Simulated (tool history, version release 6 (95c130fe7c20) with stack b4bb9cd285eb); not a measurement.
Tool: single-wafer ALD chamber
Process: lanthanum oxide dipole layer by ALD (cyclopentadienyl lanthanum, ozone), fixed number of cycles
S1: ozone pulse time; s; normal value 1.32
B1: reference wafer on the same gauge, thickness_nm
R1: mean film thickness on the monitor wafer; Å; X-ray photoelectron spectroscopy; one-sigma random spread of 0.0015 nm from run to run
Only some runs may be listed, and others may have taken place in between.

{"run": 1, "hour": 0.0, "S1": 1.32, "B1": 0.626, "R1": 5.68}
{"run": 2, "hour": 39.7, "S1": 1.18, "B1": 0.626, "R1": 5.41}
{"run": 3, "hour": 75.9, "S1": 1.18, "B1": 0.626, "R1": 5.44}
{"hour": 95.5, "done": "thermocouple changed; heater temperature recalibrated"}
{"run": 4, "hour": 111.1, "S1": 1.16, "B1": 0.626, "R1": 5.37}
{"run": 5, "hour": 143.8, "S1": 1.16, "B1": 0.626, "R1": 5.4}
{"hour": 159.8, "done": "ozone generator serviced"}
{"run": 6, "hour": 199.2, "S1": 1.32, "B1": 0.626, "R1": 5.79}
{"run": 7, "hour": 266.9, "S1": 1.32, "B1": 0.625, "R1": 5.79}
{"hour": 322.0, "done": "showerhead replaced"}
{"run": 8, "hour": 322.5, "S1": 1.0, "B1": 0.625, "R1": 5.22}
{"hour": 373.9, "done": "gauge calibrated"}
{"run": 9, "hour": 375.4, "S1": 1.0, "B1": 0.626, "R1": 5.21}
{"run": 10, "hour": 446.6, "S1": 1.0, "B1": 0.626, "R1": 5.19}
{"run": 11, "hour": 512.1, "S1": 1.55, "B1": 0.626, "R1": 5.97}
{"run": 12, "hour": 584.1, "S1": 1.73, "B1": 0.626, "R1": 6.08}
{"run": 13, "hour": 649.2, "S1": 0.91, "B1": 0.627, "R1": 4.92}
{"run": 14, "hour": 693.5, "S1": 0.81, "B1": 0.626, "R1": 4.55}
{"run": 15, "hour": 756.4, "S1": 1.32, "B1": 0.627, "R1": 5.77}
{"run": 16, "hour": 822.5, "S1": 1.68, "B1": 0.626, "R1": 6.06}
{"run": 17, "hour": 877.5, "S1": 1.79, "B1": 0.625, "R1": 6.06}
{"run": 18, "hour": 917.7, "S1": 1.08, "B1": 0.626, "R1": 5.35}
{"run": 19, "hour": 970.3, "S1": 0.84, "B1": 0.626, "R1": 4.64}
{"run": 20, "hour": 1025.9, "S1": 1.32, "B1": 0.626, "R1": 5.74}
{"run": 21, "hour": 1071.1, "S1": 1.69, "B1": 0.625, "R1": 6.02}
{"run": 22, "hour": 1121.4, "S1": 1.12, "B1": 0.627, "R1": 5.4}
{"run": 23, "hour": 1178.5, "S1": 1.32, "B1": 0.626, "R1": 5.73}
{"run": 24, "hour": 1235.9, "S1": 1.58, "B1": 0.626, "R1": 5.95}
{"run": 25, "hour": 1282.5, "S1": 1.07, "B1": 0.626, "R1": 5.27}
{"run": 26, "hour": 1347.1, "S1": 1.32, "B1": 0.626, "R1": 5.71}
{"run": 27, "hour": 1383.3, "S1": 1.71, "B1": 0.626, "R1": 6.03}
{"run": 28, "hour": 1454.0, "S1": 1.57, "B1": 0.626, "R1": 5.91}
{"run": 29, "hour": 1505.5, "S1": 0.83, "B1": 0.626, "R1": 4.54}
{"run": 30, "hour": 1576.0, "S1": 0.93, "B1": 0.626, "R1": 4.86}
{"hour": 1637.5, "done": "gauge calibrated"}
{"run": 31, "hour": 1646.8, "S1": 0.87, "B1": 0.626, "R1": 4.67}
{"run": 32, "hour": 1709.2, "S1": 1.74, "B1": 0.626, "R1": 6.04}
{"run": 33, "hour": 1780.6, "S1": 0.81, "B1": 0.626, "R1": 4.39}
{"hour": 1808.3, "done": "ozone generator serviced"}
{"run": 34, "hour": 1808.8, "S1": 0.89, "B1": 0.626, "R1": 4.93}

Below are 4 alternative next runs, each starting from the tool's condition after run 34. Predict each:
{"run": "A", "hour": 1809.2, "S1": 0.82, "B1": "?", "R1": "?"}
{"run": "B", "hour": 1809.2, "S1": 1.82, "B1": "?", "R1": "?"}
{"run": "C", "hour": 1809.2, "S1": 1.84, "B1": "?", "R1": "?"}
{"run": "D", "hour": 1809.2, "S1": 0.88, "B1": "?", "R1": "?"}

run=A B1=0.626 R1=4.65
run=B B1=0.626 R1=6.11
run=C B1=0.626 R1=6.12
run=D B1=0.626 R1=4.87
Without the tool's hidden state the same runs would have given:
run=A R1=4.69
run=B R1=6.12
run=C R1=6.12
run=D R1=4.91
